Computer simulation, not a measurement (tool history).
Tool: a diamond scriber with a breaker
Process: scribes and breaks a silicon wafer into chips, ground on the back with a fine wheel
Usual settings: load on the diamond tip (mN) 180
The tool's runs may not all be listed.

run     day  load on the diamond tip (mN)  incoming depth of the damage left on the back of the incoming wafer, um  depth of the median crack under the scribed line (nm)  chips rejected at inspection after the break (%)
  1       0                           203                                                                     2.35                                                   9480                                              2.43
  2   1.567                           180                                                                     1.96                                                   8420                                              2.48
  3   3.675                           180                                                                     2.42                                                   8660                                               3.1
  4   5.488                           163                                                                     2.58                                                   7760                                              6.43
  5   6.725                           200                                                                     2.54                                                   8430                                              3.44
  6   8.183                           180                                                                     2.11                                                   8020                                              3.77
  7   9.529                           180                                                                     1.71                                                   7880                                              3.71
  8  12.317                           180                                                                     1.67                                                   7700                                              4.44
     14.517  -- diamond tip replaced by a new one
  9    14.6                           180                                                                     2.65                                                   8820                                              3.67
 10  16.475                           180                                                                     2.81                                                   8760                                              4.21
 11  17.975                           180                                                                     2.59                                                   8520                                              3.11
 12  20.558                           180                                                                     1.75                                                   8540                                               2.1
 13  22.983                           180                                                                     2.73                                                   8490                                              4.44
 14  25.721                           180                                                                     2.85                                                   8530                                              4.92
 15  26.996                           180                                                                     1.54                                                   8480                                              2.23
 16  35.992                           180                                                                      2.8                                                   7180                                              9.79
     36.433  -- diamond tip replaced by a new one
 17  38.371                           180                                                                     2.09                                                   8880                                              2.49
 18  40.058                           138                                                                     2.49                                                   7590                                              7.47
     40.692  -- load on the tip recalibrated
 19  43.017                           221                                                                     1.51                                                   9470                                              2.78
 20  44.588                           228                                                                     1.52                                                  10120                                              3.06
 21  45.679                           160                                                                     2.87                                                   8160                                              6.88
 22  48.475                           180                                                                     2.37                                                   8350                                              3.44
 23  53.467                           180                                                                     2.35                                                   7640                                              4.46
 24  55.446                           231                                                                     2.93                                                   9080                                              4.69
 25  57.258                           208                                                                     1.54                                                   8050                                              2.71
     58.288  -- diamond tip replaced by a new one
 26  59.942                           128                                                                     2.57                                                   7120                                             10.28
 27  62.133                           180                                                                     2.17                                                   8570                                              2.59
 28  64.421                           197                                                                     1.71                                                   8990                                              1.98
 29  67.288                           233                                                                     2.75                                                  10190                                              4.11
 30  70.117                           180                                                                     2.07                                                   8220                                              2.64

Run 31 comes next. What will it give?
 31  71.221                           194                                                                     1.59                                                      ?                                                 ?

Run 31 gave depth of the median crack under the scribed line (nm) 8720, chips rejected at inspection after the break (%) 1.68.
Without the tool's hidden state the same run would have given depth of the median crack under the scribed line (nm) 9450, chips rejected at inspection after the break (%) 1.68.

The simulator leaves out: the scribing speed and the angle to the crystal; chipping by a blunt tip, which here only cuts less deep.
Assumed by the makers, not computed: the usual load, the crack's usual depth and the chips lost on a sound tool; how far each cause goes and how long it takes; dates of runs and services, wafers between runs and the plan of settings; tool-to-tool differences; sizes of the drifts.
